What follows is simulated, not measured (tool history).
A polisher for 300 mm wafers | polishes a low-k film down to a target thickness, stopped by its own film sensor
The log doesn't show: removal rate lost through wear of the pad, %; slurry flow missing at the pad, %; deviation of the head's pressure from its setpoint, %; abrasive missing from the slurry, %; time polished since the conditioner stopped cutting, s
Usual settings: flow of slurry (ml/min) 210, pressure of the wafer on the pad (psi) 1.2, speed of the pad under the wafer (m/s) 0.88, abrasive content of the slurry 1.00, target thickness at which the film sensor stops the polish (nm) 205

| run | hour | flow of slurry (ml/min) | pressure of the wafer on the pad (psi) | speed of the pad under the wafer (m/s) | abrasive content of the slurry | target thickness at which the film sensor stops the polish (nm) | wafers since the last listed run | wafers polished on this pad | hours since the slurry nozzle was cleaned | hours since the head pressure was calibrated | hours since the slurry blender was calibrated | hours since the conditioning disc was replaced | incoming thickness of the incoming film, nm | time until the film sensor stopped the polish (s) |
|---|---|---|---|---|---|---|---|---|---|---|---|---|---|---|
| 1 | 0.0 | 210 | 1.2 | 0.66 | 1.10 | 205 | 0 | 2394 | 152.8 | 264.9 | 197.3 | 590.5 | 219.2 | 75.0 |
| 2 | 75.6 | 210 | 1.4 | 0.72 | 1.00 | 205 | 922 | 3317 | 228.4 | 340.5 | 272.9 | 666.1 | 219.2 | 67.6 |
|  | 88.2 | conditioning disc replaced and pad reconditioned |
| 3 | 383.2 | 210 | 1.4 | 0.72 | 1.00 | 205 | 3728 | 7045 | 536.0 | 648.1 | 580.5 | 295.0 | 223.3 | 85.2 |
|  | 429.1 | slurry blender recalibrated |
| 4 | 453.3 | 210 | 1.4 | 0.72 | 1.00 | 205 | 830 | 7876 | 606.1 | 718.2 | 24.2 | 365.1 | 217.4 | 58.6 |
|  | 494.8 | head pressure recalibrated |
|  | 547.6 | worn pad replaced by a new one |
| 5 | 553.4 | 245 | 1.2 | 0.88 | 1.00 | 205 | 1148 | 70 | 706.2 | 58.6 | 124.3 | 465.2 | 222.7 | 74.2 |
|  | 586.9 | slurry nozzle cleaned |
| 6 | 641.8 | 210 | 0.9 | 0.88 | 1.30 | 205 | 1066 | 1136 | 54.9 | 147.0 | 212.7 | 553.6 | 221.2 | 77.5 |
| 7 | 706.4 | 210 | 1.2 | 0.88 | 1.00 | 205 | 788 | 1925 | 119.5 | 211.6 | 277.3 | 618.2 | 222.3 | 75.7 |
| 8 | 765.4 | 210 | 1.3 | 0.68 | 0.70 | 200 | 719 | 2645 | 178.5 | 270.6 | 336.3 | 677.2 | 218.5 | 112.8 |
|  | 800.8 | conditioning disc replaced and pad reconditioned |
| 9 | 853.6 | 210 | 1.2 | 0.88 | 1.00 | 205 | 1051 | 3696 | 266.7 | 358.8 | 424.5 | 52.8 | 218.2 | 58.3 |
| 10 | 948.6 | 210 | 1.2 | 0.96 | 1.30 | 205 | 1159 | 4856 | 361.7 | 453.8 | 519.5 | 147.8 | 221.7 | 60.6 |
| 11 | 1003.4 | 210 | 1.2 | 1.08 | 1.00 | 205 | 668 | 5524 | 416.5 | 508.6 | 574.3 | 202.6 | 219.6 | 55.9 |
| 12 | 1083.2 | 210 | 1.0 | 0.88 | 0.85 | 205 | 973 | 6498 | 496.3 | 588.4 | 654.1 | 282.4 | 219.9 | 80.6 |
|  | 1141.6 | head pressure recalibrated |
|  | 1145.4 | slurry blender recalibrated |
| 13 | 1178.3 | 210 | 1.2 | 1.02 | 1.00 | 204 | 1111 | 7609 | 591.4 | 36.7 | 32.9 | 377.5 | 219.5 | 61.5 |
|  | 1261.1 | slurry nozzle cleaned |
|  | 1270.6 | worn pad replaced by a new one |
| 14 | 1282.7 | 210 | 1.2 | 1.02 | 1.00 | 204 | 1212 | 147 | 21.6 | 141.1 | 137.3 | 481.9 | 223.1 | 75.0 |
| 15 | 1531.9 | 165 | 1.2 | 0.88 | 1.00 | 202 | 3040 | 3187 | 270.8 | 390.3 | 386.5 | 731.1 | 220.6 | 87.8 |
|  | 1592.5 | conditioning disc replaced and pad reconditioned |
| 16 | 1602.5 | 210 | 1.0 | 0.62 | 1.00 | 205 | 837 | 4024 | 341.4 | 460.9 | 457.1 | 10.0 | 223.7 | 120.7 |
| 17 | 1671.7 | 210 | 1.2 | 0.88 | 1.00 | 205 | 844 | 4869 | 410.6 | 530.1 | 526.3 | 79.2 | 220.2 | 67.1 |
| 18 | 1749.0 | 170 | 1.0 | 0.70 | 1.00 | 200 | 943 | 5812 | 487.9 | 607.4 | 603.6 | 156.5 | 217.1 | 106.4 |
|  | 1777.4 | head pressure recalibrated |
| 19 | 1824.8 | 210 | 1.2 | 0.88 | 0.80 | 205 | 900 | 6712 | 563.7 | 47.4 | 679.4 | 232.3 | 218.6 | 66.2 |
|  | 1920.4 | worn pad replaced by a new one |
| 20 | 1923.2 | 140 | 1.0 | 0.98 | 0.75 | 205 | 1151 | 33 | 662.1 | 145.8 | 777.8 | 330.7 | 221.9 | 96.0 |
|  | 1926.9 | slurry nozzle cleaned |
|  | 1929.3 | slurry blender recalibrated |
| 21 | 1996.2 | 260 | 1.4 | 0.88 | 1.00 | 205 | 854 | 887 | 69.3 | 218.8 | 66.9 | 403.7 | 219.5 | 56.6 |
| 22 | 2091.2 | 210 | 1.2 | 0.88 | 1.00 | 205 | 1159 | 2046 | 164.3 | 313.8 | 161.9 | 498.7 | 219.3 | 62.9 |
| 23 | 2161.1 | 210 | 1.0 | 1.10 | 1.00 | 201 | 852 | 2899 | 234.2 | 383.7 | 231.8 | 568.6 | 219.3 | 74.3 |
| 24 | 2241.1 | 210 | 1.2 | 1.08 | 1.00 | 205 | 976 | 3875 | 314.2 | 463.7 | 311.8 | 648.6 | 222.4 | 63.8 |

Forecast each of these 5 alternatives for the next run:
| A | 2241.5 | 210 | 1.2 | 0.88 | 1.00 | 205 | 4 | 3880 | 314.6 | 464.1 | 312.2 | 649.0 | 219.5 | ? |
| B | 2241.5 | 230 | 1.0 | 0.64 | 1.00 | 203 | 4 | 3880 | 314.6 | 464.1 | 312.2 | 649.0 | 219.5 | ? |
| C | 2241.5 | 250 | 1.2 | 0.88 | 1.00 | 207 | 4 | 3880 | 314.6 | 464.1 | 312.2 | 649.0 | 219.5 | ? |
| D | 2241.5 | 210 | 1.2 | 0.66 | 1.20 | 210 | 4 | 3880 | 314.6 | 464.1 | 312.2 | 649.0 | 219.5 | ? |
| E | 2241.5 | 210 | 1.2 | 1.02 | 1.00 | 205 | 4 | 3880 | 314.6 | 464.1 | 312.2 | 649.0 | 219.5 | ? |

| run | time until the film sensor stopped the polish (s) |
|---|---|
| A | 64.1 |
| B | 103.3 |
| C | 54.1 |
| D | 49.0 |
| E | 56.9 |
Without the tool's hidden state the same runs would have given:
| run | time until the film sensor stopped the polish (s) |
|---|---|
| A | 64.1 |
| B | 103.3 |
| C | 54.1 |
| D | 49.0 |
| E | 56.9 |
